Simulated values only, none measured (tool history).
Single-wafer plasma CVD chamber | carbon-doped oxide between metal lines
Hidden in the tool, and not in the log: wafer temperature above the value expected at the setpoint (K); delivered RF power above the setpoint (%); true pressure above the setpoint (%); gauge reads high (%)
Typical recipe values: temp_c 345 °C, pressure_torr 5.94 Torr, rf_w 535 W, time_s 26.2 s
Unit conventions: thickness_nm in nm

run   hour  temp_c  pressure_torr  rf_w  time_s  wafers since the last listed run  hours since the last thermocouple change  hours since the last RF generator calibration  hours since the last manometer calibration  hours since the showerhead was replaced  hours since the gauge calibration  read-back reference wafer on the same gauge, thickness_nm  thickness_nm
  1      0     345           5.94   535    26.2                                 0                                    2327.1                                          656.8                                      2018.5                                   2875.5                               29.8                                                    119.004       133.018
  2   27.8     345           5.94   535    26.2                              1076                                    2354.9                                          684.6                                      2046.3                                   2903.3                               57.6                                                    119.064       133.208
  3   51.3     345           5.94   535    26.2                               910                                    2378.4                                          708.1                                      2069.8                                   2926.8                               81.1                                                    119.009       132.691
  4     65     345            4.8   535    25.1                               530                                    2392.1                                          721.8                                      2083.5                                   2940.5                               94.8                                                    118.972       124.892
  5   89.5     345            4.8   535    25.1                               948                                    2416.6                                          746.3                                        2108                                     2965                              119.3                                                    119.023       124.866
  6  107.8     345            4.8   535    25.1                               708                                    2434.9                                          764.6                                      2126.3                                   2983.3                              137.6                                                    119.047       124.558
  7  123.9     345           5.94   615    26.2                               623                                      2451                                          780.7                                      2142.4                                   2999.4                              153.7                                                    119.014       145.503
  8  153.4     345           5.94   615    26.2                              1142                                    2480.5                                          810.2                                      2171.9                                   3028.9                              183.2                                                    118.976       145.635
  9  180.4     345           5.94   580    26.2                              1045                                    2507.5                                          837.2                                      2198.9                                   3055.9                              210.2                                                    118.967       139.248
 10  199.6     356           6.71   535    26.2                               743                                    2526.7                                          856.4                                      2218.1                                   3075.1                              229.4                                                    118.986       129.257
 11  229.8     345           5.94   535    26.2                              1169                                    2556.9                                          886.6                                      2248.3                                   3105.3                              259.6                                                    118.966       131.724
     254.3  -- thermocouple changed; heater temperature recalibrated
 12  254.8     345           5.94   450    26.2                               658                                       0.5                                          911.6                                      2273.3                                   3130.3                              284.6                                                    119.001       114.642
 13  269.6     332           5.94   500    26.2                               573                                      15.3                                          926.4                                      2288.1                                   3145.1                              299.4                                                    119.007       129.627
     277.7  -- showerhead replaced
     282.4  -- gauge calibrated
     285.8  -- capacitance manometer re-zeroed and calibrated
     288.3  -- RF generator calibrated
 14  299.1     359            5.2   570    29.3                               426                                      44.8                                           10.8                                        13.3                                     21.4                               16.7                                                    119.034       149.867
 15  331.6     345           7.39   535    26.2                              1258                                      77.3                                           43.3                                        45.8                                     53.9                               49.2                                                    118.988       136.793
 16  359.8     332           6.42   430    23.6                              1092                                     105.5                                           71.5                                          74                                     82.1                               77.4                                                    118.936        107.43
 17  375.1     345           5.94   535    26.2                               592                                     120.8                                           86.8                                        89.3                                     97.4                               92.7                                                    119.024       134.475

Branching from run 17: 4 alternative next runs. What would each branch give?
  A  375.5     345           5.94   590    26.2                                15                                     121.2                                           87.2                                        89.7                                     97.8                               93.1                                                          ?             ?
  B  375.5     337           5.94   535    26.2                                15                                     121.2                                           87.2                                        89.7                                     97.8                               93.1                                                          ?             ?
  C  375.5     338           6.81   535    24.6                                15                                     121.2                                           87.2                                        89.7                                     97.8                               93.1                                                          ?             ?
  D  375.5     335           4.75   600    26.2                                15                                     121.2                                           87.2                                        89.7                                     97.8                               93.1                                                          ?             ?

run  read-back reference wafer on the same gauge, thickness_nm  thickness_nm
  A                                                    118.928       144.574
  B                                                    118.928       138.155
  C                                                    118.928       130.801
  D                                                    118.928       147.403
What these runs would have given with no unlogged condition in the tool:
run  thickness_nm
  A        145.74
  B       139.301
  C       131.886
  D       148.593
